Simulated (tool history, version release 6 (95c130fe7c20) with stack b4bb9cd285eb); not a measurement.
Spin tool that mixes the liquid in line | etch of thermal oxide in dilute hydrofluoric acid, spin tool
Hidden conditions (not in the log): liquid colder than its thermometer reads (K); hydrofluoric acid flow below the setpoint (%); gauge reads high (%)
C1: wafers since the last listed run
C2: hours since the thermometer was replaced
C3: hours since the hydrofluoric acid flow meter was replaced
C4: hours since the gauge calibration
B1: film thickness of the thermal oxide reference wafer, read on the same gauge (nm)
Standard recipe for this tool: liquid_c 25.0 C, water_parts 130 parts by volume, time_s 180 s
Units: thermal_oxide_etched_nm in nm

run 1 hour=0.0 | liquid_c=25.0 water_parts=130 time_s=180 | C1=0 C2=58.1 C3=735.4 C4=1197.5 | B1=139.99 | thermal_oxide_etched_nm=5.56
run 2 hour=104.1 | liquid_c=26.5 water_parts=130 time_s=95 | C1=767 C2=162.2 C3=839.5 C4=1301.6 | B1=139.99 | thermal_oxide_etched_nm=3.09
run 3 hour=143.4 | liquid_c=23.0 water_parts=130 time_s=180 | C1=289 C2=201.5 C3=878.8 C4=1340.9 | B1=140.01 | thermal_oxide_etched_nm=5.07
-- hour=187.7 hydrofluoric acid flow meter replaced
run 4 hour=191.3 | liquid_c=25.0 water_parts=130 time_s=235 | C1=345 C2=249.4 C3=3.6 C4=1388.8 | B1=140.00 | thermal_oxide_etched_nm=7.67
run 5 hour=241.2 | liquid_c=25.0 water_parts=130 time_s=235 | C1=367 C2=299.3 C3=53.5 C4=1438.7 | B1=139.99 | thermal_oxide_etched_nm=7.64
run 6 hour=292.0 | liquid_c=25.0 water_parts=130 time_s=235 | C1=374 C2=350.1 C3=104.3 C4=1489.5 | B1=139.99 | thermal_oxide_etched_nm=7.61
run 7 hour=375.0 | liquid_c=25.0 water_parts=130 time_s=180 | C1=611 C2=433.1 C3=187.3 C4=1572.5 | B1=139.99 | thermal_oxide_etched_nm=5.73
run 8 hour=436.6 | liquid_c=26.5 water_parts=130 time_s=180 | C1=454 C2=494.7 C3=248.9 C4=1634.1 | B1=140.01 | thermal_oxide_etched_nm=6.08
run 9 hour=509.8 | liquid_c=26.5 water_parts=130 time_s=180 | C1=539 C2=567.9 C3=322.1 C4=1707.3 | B1=140.00 | thermal_oxide_etched_nm=6.05
run 10 hour=615.1 | liquid_c=25.0 water_parts=130 time_s=180 | C1=776 C2=673.2 C3=427.4 C4=1812.6 | B1=139.99 | thermal_oxide_etched_nm=5.70
run 11 hour=704.5 | liquid_c=25.0 water_parts=130 time_s=180 | C1=659 C2=762.6 C3=516.8 C4=1902.0 | B1=140.00 | thermal_oxide_etched_nm=5.65
run 12 hour=790.6 | liquid_c=25.0 water_parts=130 time_s=180 | C1=634 C2=848.7 C3=602.9 C4=1988.1 | B1=139.99 | thermal_oxide_etched_nm=5.58
run 13 hour=911.5 | liquid_c=23.5 water_parts=170 time_s=180 | C1=891 C2=969.6 C3=723.8 C4=2109.0 | B1=140.01 | thermal_oxide_etched_nm=3.82
run 14 hour=981.1 | liquid_c=23.5 water_parts=170 time_s=180 | C1=513 C2=1039.2 C3=793.4 C4=2178.6 | B1=140.00 | thermal_oxide_etched_nm=3.77
run 15 hour=1080.1 | liquid_c=28.0 water_parts=130 time_s=180 | C1=729 C2=1138.2 C3=892.4 C4=2277.6 | B1=140.01 | thermal_oxide_etched_nm=6.11
run 16 hour=1149.2 | liquid_c=25.0 water_parts=130 time_s=180 | C1=509 C2=1207.3 C3=961.5 C4=2346.7 | B1=140.02 | thermal_oxide_etched_nm=5.47
run 17 hour=1194.2 | liquid_c=23.5 water_parts=95 time_s=180 | C1=331 C2=1252.3 C3=1006.5 C4=2391.7 | B1=140.00 | thermal_oxide_etched_nm=7.34
-- hour=1243.0 hydrofluoric acid flow meter replaced
-- hour=1256.5 gauge calibrated
run 18 hour=1286.7 | liquid_c=30.0 water_parts=130 time_s=180 | C1=674 C2=1344.8 C3=43.7 C4=30.2 | B1=139.97 | thermal_oxide_etched_nm=7.02
-- hour=1341.4 thermometer replaced
run 19 hour=1389.7 | liquid_c=29.0 water_parts=130 time_s=180 | C1=751 C2=48.3 C3=146.7 C4=133.2 | B1=140.00 | thermal_oxide_etched_nm=6.77
run 20 hour=1469.0 | liquid_c=25.0 water_parts=130 time_s=180 | C1=584 C2=127.6 C3=226.0 C4=212.5 | B1=140.01 | thermal_oxide_etched_nm=5.75
run 21 hour=1558.9 | liquid_c=25.0 water_parts=130 time_s=180 | C1=662 C2=217.5 C3=315.9 C4=302.4 | B1=140.00 | thermal_oxide_etched_nm=5.72
run 22 hour=1620.8 | liquid_c=21.5 water_parts=80 time_s=180 | C1=456 C2=279.4 C3=377.8 C4=364.3 | B1=140.03 | thermal_oxide_etched_nm=8.54
run 23 hour=1678.6 | liquid_c=25.0 water_parts=130 time_s=180 | C1=426 C2=337.2 C3=435.6 C4=422.1 | B1=139.99 | thermal_oxide_etched_nm=5.65
run 24 hour=1754.1 | liquid_c=25.0 water_parts=170 time_s=180 | C1=556 C2=412.7 C3=511.1 C4=497.6 | B1=140.01 | thermal_oxide_etched_nm=4.14
run 25 hour=1806.8 | liquid_c=30.0 water_parts=130 time_s=180 | C1=388 C2=465.4 C3=563.8 C4=550.3 | B1=140.00 | thermal_oxide_etched_nm=6.82
run 26 hour=1876.8 | liquid_c=25.0 water_parts=130 time_s=180 | C1=516 C2=535.4 C3=633.8 C4=620.3 | B1=140.03 | thermal_oxide_etched_nm=5.62
run 27 hour=2149.6 | liquid_c=22.0 water_parts=130 time_s=240 | C1=2010 C2=808.2 C3=906.6 C4=893.1 | B1=139.99 | thermal_oxide_etched_nm=6.53
run 28 hour=2225.8 | liquid_c=29.0 water_parts=180 time_s=245 | C1=561 C2=884.4 C3=982.8 C4=969.3 | B1=140.02 | thermal_oxide_etched_nm=5.80
run 29 hour=2270.3 | liquid_c=23.5 water_parts=85 time_s=130 | C1=328 C2=928.9 C3=1027.3 C4=1013.8 | B1=140.00 | thermal_oxide_etched_nm=5.97

Exercise: give the hidden state of the tool at every run:
liquid colder than its thermometer reads (K): 0, the same for each run
gauge reads high (%): 0, the same for each run
H1: hydrofluoric acid flow below the setpoint (%)
run=1 H1=4.69
run=2 H1=5.31
run=3 H1=5.54
run=4 H1=0.402
run=5 H1=0.698
run=6 H1=0.999
run=7 H1=1.49
run=8 H1=1.86
run=9 H1=2.29
run=10 H1=2.91
run=11 H1=3.44
run=12 H1=3.96
run=13 H1=4.67
run=14 H1=5.08
run=15 H1=5.67
run=16 H1=6.08
run=17 H1=6.35
run=18 H1=0.35
run=19 H1=0.961
run=20 H1=1.43
run=21 H1=1.96
run=22 H1=2.33
run=23 H1=2.67
run=24 H1=3.12
run=25 H1=3.43
run=26 H1=3.85
run=27 H1=5.47
run=28 H1=5.92
run=29 H1=6.18
